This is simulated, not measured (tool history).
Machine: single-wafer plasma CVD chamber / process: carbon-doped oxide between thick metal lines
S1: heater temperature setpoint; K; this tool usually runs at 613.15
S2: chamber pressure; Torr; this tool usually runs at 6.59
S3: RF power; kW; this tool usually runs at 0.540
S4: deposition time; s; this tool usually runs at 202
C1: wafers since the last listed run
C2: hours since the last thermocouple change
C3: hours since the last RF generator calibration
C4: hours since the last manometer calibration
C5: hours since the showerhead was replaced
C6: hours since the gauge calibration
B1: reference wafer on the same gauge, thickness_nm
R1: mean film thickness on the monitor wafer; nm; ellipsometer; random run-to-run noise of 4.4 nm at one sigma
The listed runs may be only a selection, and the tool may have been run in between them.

run 1 hour=0.0 | S1=613.15 S2=6.59 S3=0.455 S4=227 | C1=0 C2=510.3 C3=663.5 C4=157.2 C5=7202.8 C6=2616.1 | B1=1371.386 | R1=1100.557
run 2 hour=99.9 | S1=613.15 S2=6.59 S3=0.540 S4=176 | C1=1103 C2=610.2 C3=763.4 C4=257.1 C5=7302.7 C6=2716.0 | B1=1367.889 | R1=978.689
run 3 hour=200.4 | S1=613.15 S2=6.59 S3=0.540 S4=176 | C1=1109 C2=710.7 C3=863.9 C4=357.6 C5=7403.2 C6=2816.5 | B1=1369.881 | R1=976.302
-- hour=236.5 RF generator calibrated
run 4 hour=289.8 | S1=613.15 S2=6.59 S3=0.540 S4=176 | C1=899 C2=800.1 C3=53.3 C4=447.0 C5=7492.6 C6=2905.9 | B1=1370.035 | R1=1013.379
run 5 hour=347.3 | S1=613.15 S2=6.59 S3=0.540 S4=202 | C1=635 C2=857.6 C3=110.8 C4=504.5 C5=7550.1 C6=2963.4 | B1=1369.947 | R1=1149.452
run 6 hour=412.8 | S1=613.15 S2=6.59 S3=0.540 S4=202 | C1=723 C2=923.1 C3=176.3 C4=570.0 C5=7615.6 C6=3028.9 | B1=1368.882 | R1=1142.080
-- hour=496.9 gauge calibrated
run 7 hour=500.6 | S1=613.15 S2=6.59 S3=0.540 S4=202 | C1=969 C2=1010.9 C3=264.1 C4=657.8 C5=7703.4 C6=3.7 | B1=1372.393 | R1=1147.365
-- hour=529.6 thermocouple changed; heater temperature recalibrated
run 8 hour=588.0 | S1=613.15 S2=5.52 S3=0.455 S4=202 | C1=876 C2=58.4 C3=351.5 C4=745.2 C5=7790.8 C6=91.1 | B1=1370.796 | R1=979.260
-- hour=644.1 showerhead replaced, of another model than before
run 9 hour=656.3 | S1=627.15 S2=7.53 S3=0.445 S4=202 | C1=665 C2=126.7 C3=419.8 C4=813.5 C5=12.2 C6=159.4 | B1=1368.905 | R1=866.558
run 10 hour=696.3 | S1=613.15 S2=6.59 S3=0.645 S4=202 | C1=441 C2=166.7 C3=459.8 C4=853.5 C5=52.2 C6=199.4 | B1=1369.830 | R1=1319.311
run 11 hour=734.4 | S1=621.15 S2=6.59 S3=0.450 S4=230 | C1=420 C2=204.8 C3=497.9 C4=891.6 C5=90.3 C6=237.5 | B1=1369.781 | R1=995.148
run 12 hour=792.4 | S1=603.15 S2=7.62 S3=0.540 S4=166 | C1=640 C2=262.8 C3=555.9 C4=949.6 C5=148.3 C6=295.5 | B1=1370.748 | R1=948.547
run 13 hour=849.6 | S1=621.15 S2=8.09 S3=0.540 S4=192 | C1=631 C2=320.0 C3=613.1 C4=1006.8 C5=205.5 C6=352.7 | B1=1369.914 | R1=1058.622
run 14 hour=921.7 | S1=623.15 S2=5.88 S3=0.475 S4=202 | C1=796 C2=392.1 C3=685.2 C4=1078.9 C5=277.6 C6=424.8 | B1=1370.179 | R1=911.602
-- hour=967.2 RF generator calibrated
run 15 hour=996.6 | S1=613.15 S2=6.59 S3=0.540 S4=202 | C1=738 C2=467.0 C3=29.4 C4=1153.8 C5=352.5 C6=499.7 | B1=1369.112 | R1=1155.377
run 16 hour=1096.9 | S1=613.15 S2=7.14 S3=0.540 S4=163 | C1=1107 C2=567.3 C3=129.7 C4=1254.1 C5=452.8 C6=600.0 | B1=1369.383 | R1=926.620
-- hour=1157.2 capacitance manometer re-zeroed and calibrated
run 17 hour=1204.7 | S1=622.15 S2=5.08 S3=0.620 S4=233 | C1=1102 C2=675.1 C3=237.5 C4=47.5 C5=560.6 C6=707.8 | B1=1372.098 | R1=1367.500
run 18 hour=1288.6 | S1=598.15 S2=5.48 S3=0.455 S4=235 | C1=926 C2=759.0 C3=321.4 C4=131.4 C5=644.5 C6=791.7 | B1=1370.131 | R1=1072.124
run 19 hour=1363.1 | S1=607.15 S2=6.04 S3=0.540 S4=202 | C1=822 C2=833.5 C3=395.9 C4=205.9 C5=719.0 C6=866.2 | B1=1369.463 | R1=1121.930
-- hour=1375.5 thermocouple changed; heater temperature recalibrated
run 20 hour=1415.6 | S1=613.15 S2=7.14 S3=0.540 S4=163 | C1=491 C2=40.1 C3=448.4 C4=258.4 C5=771.5 C6=918.7 | B1=1370.496 | R1=903.159
run 21 hour=1483.3 | S1=613.15 S2=6.59 S3=0.540 S4=202 | C1=747 C2=107.8 C3=516.1 C4=326.1 C5=839.2 C6=986.4 | B1=1369.556 | R1=1111.440
run 22 hour=1549.0 | S1=613.15 S2=6.59 S3=0.540 S4=202 | C1=725 C2=173.5 C3=581.8 C4=391.8 C5=904.9 C6=1052.1 | B1=1369.285 | R1=1108.867
run 23 hour=1604.0 | S1=613.15 S2=6.59 S3=0.625 S4=182 | C1=607 C2=228.5 C3=636.8 C4=446.8 C5=959.9 C6=1107.1 | B1=1371.515 | R1=1146.137

Run 24 has not been measured yet. What should we expect?
run 24 hour=1642.8 | S1=613.15 S2=6.59 S3=0.540 S4=202 | C1=428 C2=267.3 C3=675.6 C4=485.6 C5=998.7 C6=1145.9 | B1=? | R1=?

{"run 24": {"B1": 1370.816, "R1": 1115.423}}
With the hidden condition absent and the run-to-run variation left alone, this run would have shown R1 1178.306 nm.

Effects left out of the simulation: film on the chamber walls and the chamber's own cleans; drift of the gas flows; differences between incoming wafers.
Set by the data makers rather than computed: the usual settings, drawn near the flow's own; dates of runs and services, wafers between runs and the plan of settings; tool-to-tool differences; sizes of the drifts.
